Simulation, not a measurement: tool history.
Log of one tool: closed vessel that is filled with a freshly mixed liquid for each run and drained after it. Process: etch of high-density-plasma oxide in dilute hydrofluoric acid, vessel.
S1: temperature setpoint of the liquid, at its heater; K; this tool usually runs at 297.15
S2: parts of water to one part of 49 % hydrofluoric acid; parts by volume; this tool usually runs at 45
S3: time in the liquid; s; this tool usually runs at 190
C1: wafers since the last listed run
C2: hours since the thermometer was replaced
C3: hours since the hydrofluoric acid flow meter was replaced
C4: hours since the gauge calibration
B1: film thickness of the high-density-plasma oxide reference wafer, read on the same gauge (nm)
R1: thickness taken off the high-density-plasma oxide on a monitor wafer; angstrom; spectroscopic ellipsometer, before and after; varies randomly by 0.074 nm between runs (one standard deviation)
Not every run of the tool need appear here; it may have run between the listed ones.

{"run": 1, "day": 0.0, "S1": 297.15, "S2": 45, "S3": 190, "C1": 0, "C2": 695.1, "C3": 585.0, "C4": 105.3, "B1": 80.02, "R1": 206.8}
{"run": 2, "day": 0.45, "S1": 297.15, "S2": 45, "S3": 190, "C1": 1202, "C2": 705.9, "C3": 595.8, "C4": 116.1, "B1": 80.04, "R1": 206.0}
{"run": 3, "day": 0.85, "S1": 297.15, "S2": 45, "S3": 190, "C1": 1069, "C2": 715.5, "C3": 605.4, "C4": 125.7, "B1": 79.99, "R1": 207.0}
{"run": 4, "day": 1.233, "S1": 297.15, "S2": 45, "S3": 190, "C1": 1024, "C2": 724.7, "C3": 614.6, "C4": 134.9, "B1": 80.02, "R1": 206.8}
{"run": 5, "day": 1.717, "S1": 297.15, "S2": 45, "S3": 190, "C1": 1292, "C2": 736.3, "C3": 626.2, "C4": 146.5, "B1": 80.03, "R1": 206.8}
{"run": 6, "day": 2.067, "S1": 293.65, "S2": 45, "S3": 130, "C1": 935, "C2": 744.7, "C3": 634.6, "C4": 154.9, "B1": 80.04, "R1": 122.3}
{"run": 7, "day": 2.608, "S1": 297.15, "S2": 45, "S3": 190, "C1": 1447, "C2": 757.7, "C3": 647.6, "C4": 167.9, "B1": 80.01, "R1": 206.5}
{"run": 8, "day": 3.083, "S1": 297.15, "S2": 45, "S3": 190, "C1": 1269, "C2": 769.1, "C3": 659.0, "C4": 179.3, "B1": 80.05, "R1": 205.7}
{"run": 9, "day": 3.567, "S1": 297.15, "S2": 45, "S3": 190, "C1": 1292, "C2": 780.7, "C3": 670.6, "C4": 190.9, "B1": 80.06, "R1": 207.2}
{"run": 10, "day": 4.046, "S1": 297.15, "S2": 45, "S3": 115, "C1": 1280, "C2": 792.2, "C3": 682.1, "C4": 202.4, "B1": 80.03, "R1": 125.2}
{"run": 11, "day": 4.725, "S1": 297.15, "S2": 45, "S3": 115, "C1": 1815, "C2": 808.5, "C3": 698.4, "C4": 218.7, "B1": 80.02, "R1": 124.1}
{"run": 12, "day": 5.354, "S1": 297.15, "S2": 60, "S3": 150, "C1": 1681, "C2": 823.6, "C3": 713.5, "C4": 233.8, "B1": 79.97, "R1": 120.0}
{"day": 5.6, "done": "hydrofluoric acid flow meter replaced"}
{"run": 13, "day": 5.621, "S1": 297.15, "S2": 45, "S3": 240, "C1": 601, "C2": 830.0, "C3": 0.5, "C4": 240.2, "B1": 80.03, "R1": 230.0}
{"run": 14, "day": 6.025, "S1": 297.15, "S2": 45, "S3": 270, "C1": 1080, "C2": 839.7, "C3": 10.2, "C4": 249.9, "B1": 79.98, "R1": 259.7}
{"run": 15, "day": 6.542, "S1": 300.15, "S2": 65, "S3": 250, "C1": 1381, "C2": 852.1, "C3": 22.6, "C4": 262.3, "B1": 79.98, "R1": 183.2}
{"day": 6.938, "done": "thermometer replaced"}
{"run": 16, "day": 7.208, "S1": 297.15, "S2": 45, "S3": 190, "C1": 1670, "C2": 6.5, "C3": 38.6, "C4": 278.3, "B1": 80.04, "R1": 198.8}
{"run": 17, "day": 7.7, "S1": 297.15, "S2": 25, "S3": 190, "C1": 1314, "C2": 18.3, "C3": 50.4, "C4": 290.1, "B1": 79.94, "R1": 368.8}
{"day": 9.025, "done": "gauge calibrated"}
{"run": 18, "day": 9.479, "S1": 297.15, "S2": 45, "S3": 190, "C1": 4755, "C2": 61.0, "C3": 93.1, "C4": 10.9, "B1": 79.97, "R1": 200.4}
{"run": 19, "day": 10.142, "S1": 297.15, "S2": 45, "S3": 115, "C1": 1770, "C2": 76.9, "C3": 109.0, "C4": 26.8, "B1": 80.02, "R1": 120.3}
{"run": 20, "day": 10.4, "S1": 298.65, "S2": 60, "S3": 190, "C1": 690, "C2": 83.1, "C3": 115.2, "C4": 33.0, "B1": 79.99, "R1": 157.4}
{"run": 21, "day": 10.708, "S1": 292.15, "S2": 40, "S3": 275, "C1": 824, "C2": 90.5, "C3": 122.6, "C4": 40.4, "B1": 80.04, "R1": 263.1}
{"run": 22, "day": 11.288, "S1": 295.65, "S2": 45, "S3": 190, "C1": 1548, "C2": 104.4, "C3": 136.5, "C4": 54.3, "B1": 79.98, "R1": 187.6}
{"run": 23, "day": 11.962, "S1": 295.15, "S2": 45, "S3": 140, "C1": 1804, "C2": 120.6, "C3": 152.7, "C4": 70.5, "B1": 80.0, "R1": 136.2}

5 options for the next run, each taken on its own from the tool as it stands now. Forecast them:
{"run": "A", "day": 11.992, "S1": 297.15, "S2": 45, "S3": 85, "C1": 77, "C2": 121.3, "C3": 153.4, "C4": 71.2, "B1": "?", "R1": "?"}
{"run": "B", "day": 11.992, "S1": 301.15, "S2": 55, "S3": 235, "C1": 77, "C2": 121.3, "C3": 153.4, "C4": 71.2, "B1": "?", "R1": "?"}
{"run": "C", "day": 11.992, "S1": 297.15, "S2": 45, "S3": 285, "C1": 77, "C2": 121.3, "C3": 153.4, "C4": 71.2, "B1": "?", "R1": "?"}
{"run": "D", "day": 11.992, "S1": 297.15, "S2": 60, "S3": 190, "C1": 77, "C2": 121.3, "C3": 153.4, "C4": 71.2, "B1": "?", "R1": "?"}
{"run": "E", "day": 11.992, "S1": 297.15, "S2": 30, "S3": 280, "C1": 77, "C2": 121.3, "C3": 153.4, "C4": 71.2, "B1": "?", "R1": "?"}

run=A B1=80.01 R1=89.6
run=B B1=80.01 R1=235.7
run=C B1=80.01 R1=300.5
run=D B1=80.01 R1=147.5
run=E B1=80.01 R1=451.3
Without the tool's unlogged condition, the same runs would have read:
run=A R1=91.4
run=B R1=239.9
run=C R1=306.6
run=D R1=150.3
run=E R1=461.0
